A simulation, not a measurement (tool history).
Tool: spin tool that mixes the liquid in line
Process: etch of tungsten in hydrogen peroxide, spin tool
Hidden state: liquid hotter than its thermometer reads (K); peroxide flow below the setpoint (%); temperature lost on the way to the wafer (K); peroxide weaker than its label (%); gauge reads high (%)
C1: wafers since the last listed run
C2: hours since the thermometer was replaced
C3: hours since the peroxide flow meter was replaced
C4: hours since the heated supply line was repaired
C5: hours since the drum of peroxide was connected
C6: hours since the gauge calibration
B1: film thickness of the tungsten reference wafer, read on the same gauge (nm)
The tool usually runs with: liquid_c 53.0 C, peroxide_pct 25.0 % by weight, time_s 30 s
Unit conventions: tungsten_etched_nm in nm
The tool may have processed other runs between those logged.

{"run": 1, "hour": 0.0, "liquid_c": 53.0, "peroxide_pct": 25.0, "time_s": 30, "C1": 0, "C2": 27.6, "C3": 2292.5, "C4": 30.0, "C5": 11.6, "C6": 309.3, "B1": 60.01, "tungsten_etched_nm": 36.5}
{"run": 2, "hour": 14.7, "liquid_c": 53.0, "peroxide_pct": 25.0, "time_s": 30, "C1": 237, "C2": 42.3, "C3": 2307.2, "C4": 44.7, "C5": 26.3, "C6": 324.0, "B1": 60.01, "tungsten_etched_nm": 36.28}
{"run": 3, "hour": 27.9, "liquid_c": 53.0, "peroxide_pct": 25.0, "time_s": 30, "C1": 213, "C2": 55.5, "C3": 2320.4, "C4": 57.9, "C5": 39.5, "C6": 337.2, "B1": 60.0, "tungsten_etched_nm": 35.71}
{"run": 4, "hour": 34.0, "liquid_c": 53.0, "peroxide_pct": 25.0, "time_s": 30, "C1": 98, "C2": 61.6, "C3": 2326.5, "C4": 64.0, "C5": 45.6, "C6": 343.3, "B1": 60.0, "tungsten_etched_nm": 36.23}
{"run": 5, "hour": 46.3, "liquid_c": 53.0, "peroxide_pct": 25.0, "time_s": 30, "C1": 198, "C2": 73.9, "C3": 2338.8, "C4": 76.3, "C5": 57.9, "C6": 355.6, "B1": 60.01, "tungsten_etched_nm": 35.59}
{"run": 6, "hour": 53.7, "liquid_c": 59.0, "peroxide_pct": 23.0, "time_s": 30, "C1": 119, "C2": 81.3, "C3": 2346.2, "C4": 83.7, "C5": 65.3, "C6": 363.0, "B1": 59.99, "tungsten_etched_nm": 50.09}
{"hour": 54.8, "done": "gauge calibrated"}
{"run": 7, "hour": 68.0, "liquid_c": 55.5, "peroxide_pct": 25.0, "time_s": 30, "C1": 231, "C2": 95.6, "C3": 2360.5, "C4": 98.0, "C5": 79.6, "C6": 13.2, "B1": 60.0, "tungsten_etched_nm": 41.84}
{"run": 8, "hour": 76.0, "liquid_c": 53.0, "peroxide_pct": 28.5, "time_s": 15, "C1": 129, "C2": 103.6, "C3": 2368.5, "C4": 106.0, "C5": 87.6, "C6": 21.2, "B1": 59.99, "tungsten_etched_nm": 19.27}
{"run": 9, "hour": 92.7, "liquid_c": 53.0, "peroxide_pct": 30.0, "time_s": 30, "C1": 269, "C2": 120.3, "C3": 2385.2, "C4": 122.7, "C5": 104.3, "C6": 37.9, "B1": 60.01, "tungsten_etched_nm": 39.54}
{"run": 10, "hour": 109.9, "liquid_c": 47.0, "peroxide_pct": 21.5, "time_s": 35, "C1": 277, "C2": 137.5, "C3": 2402.4, "C4": 139.9, "C5": 121.5, "C6": 55.1, "B1": 60.0, "tungsten_etched_nm": 27.08}
{"run": 11, "hour": 123.2, "liquid_c": 45.0, "peroxide_pct": 30.0, "time_s": 15, "C1": 214, "C2": 150.8, "C3": 2415.7, "C4": 153.2, "C5": 134.8, "C6": 68.4, "B1": 59.99, "tungsten_etched_nm": 12.11}
{"hour": 124.9, "done": "peroxide flow meter replaced"}
{"run": 12, "hour": 131.9, "liquid_c": 61.5, "peroxide_pct": 30.0, "time_s": 30, "C1": 124, "C2": 159.5, "C3": 7.0, "C4": 161.9, "C5": 143.5, "C6": 77.1, "B1": 60.0, "tungsten_etched_nm": 64.83}
{"run": 13, "hour": 138.8, "liquid_c": 53.0, "peroxide_pct": 25.0, "time_s": 30, "C1": 111, "C2": 166.4, "C3": 13.9, "C4": 168.8, "C5": 150.4, "C6": 84.0, "B1": 60.01, "tungsten_etched_nm": 36.25}
{"run": 14, "hour": 147.7, "liquid_c": 53.0, "peroxide_pct": 25.0, "time_s": 30, "C1": 143, "C2": 175.3, "C3": 22.8, "C4": 177.7, "C5": 159.3, "C6": 92.9, "B1": 60.0, "tungsten_etched_nm": 36.02}
{"run": 15, "hour": 159.7, "liquid_c": 53.0, "peroxide_pct": 25.0, "time_s": 45, "C1": 193, "C2": 187.3, "C3": 34.8, "C4": 189.7, "C5": 171.3, "C6": 104.9, "B1": 60.02, "tungsten_etched_nm": 53.64}
{"run": 16, "hour": 170.3, "liquid_c": 53.0, "peroxide_pct": 25.0, "time_s": 30, "C1": 171, "C2": 197.9, "C3": 45.4, "C4": 200.3, "C5": 181.9, "C6": 115.5, "B1": 60.01, "tungsten_etched_nm": 36.21}
{"run": 17, "hour": 215.3, "liquid_c": 50.0, "peroxide_pct": 30.0, "time_s": 30, "C1": 727, "C2": 242.9, "C3": 90.4, "C4": 245.3, "C5": 226.9, "C6": 160.5, "B1": 60.0, "tungsten_etched_nm": 32.95}
{"run": 18, "hour": 236.2, "liquid_c": 45.5, "peroxide_pct": 27.5, "time_s": 20, "C1": 337, "C2": 263.8, "C3": 111.3, "C4": 266.2, "C5": 247.8, "C6": 181.4, "B1": 60.01, "tungsten_etched_nm": 16.2}
{"run": 19, "hour": 244.3, "liquid_c": 53.0, "peroxide_pct": 25.0, "time_s": 50, "C1": 130, "C2": 271.9, "C3": 119.4, "C4": 274.3, "C5": 255.9, "C6": 189.5, "B1": 60.01, "tungsten_etched_nm": 59.77}
{"run": 20, "hour": 254.5, "liquid_c": 43.5, "peroxide_pct": 21.5, "time_s": 30, "C1": 164, "C2": 282.1, "C3": 129.6, "C4": 284.5, "C5": 266.1, "C6": 199.7, "B1": 60.01, "tungsten_etched_nm": 18.45}
{"run": 21, "hour": 266.4, "liquid_c": 53.0, "peroxide_pct": 25.0, "time_s": 30, "C1": 192, "C2": 294.0, "C3": 141.5, "C4": 296.4, "C5": 278.0, "C6": 211.6, "B1": 60.0, "tungsten_etched_nm": 36.25}
{"run": 22, "hour": 278.1, "liquid_c": 53.0, "peroxide_pct": 27.5, "time_s": 45, "C1": 189, "C2": 305.7, "C3": 153.2, "C4": 308.1, "C5": 289.7, "C6": 223.3, "B1": 60.0, "tungsten_etched_nm": 56.43}
{"run": 23, "hour": 288.2, "liquid_c": 53.0, "peroxide_pct": 25.0, "time_s": 20, "C1": 163, "C2": 315.8, "C3": 163.3, "C4": 318.2, "C5": 299.8, "C6": 233.4, "B1": 60.01, "tungsten_etched_nm": 23.98}
{"run": 24, "hour": 298.3, "liquid_c": 53.0, "peroxide_pct": 20.5, "time_s": 30, "C1": 163, "C2": 325.9, "C3": 173.4, "C4": 328.3, "C5": 309.9, "C6": 243.5, "B1": 59.99, "tungsten_etched_nm": 32.53}
{"run": 25, "hour": 304.4, "liquid_c": 53.0, "peroxide_pct": 18.5, "time_s": 20, "C1": 98, "C2": 332.0, "C3": 179.5, "C4": 334.4, "C5": 316.0, "C6": 249.6, "B1": 60.0, "tungsten_etched_nm": 20.97}

Describe how what the log doesn't record of the tool's condition differs between the last listed run preceding each entry between runs and the first listed run following it.
Between runs 6 and 7: gauge calibrated (hour 54.8)
  the hidden state is the same at both runs
Between runs 11 and 12: peroxide flow meter replaced (hour 124.9)
  the hidden state is the same at both runs

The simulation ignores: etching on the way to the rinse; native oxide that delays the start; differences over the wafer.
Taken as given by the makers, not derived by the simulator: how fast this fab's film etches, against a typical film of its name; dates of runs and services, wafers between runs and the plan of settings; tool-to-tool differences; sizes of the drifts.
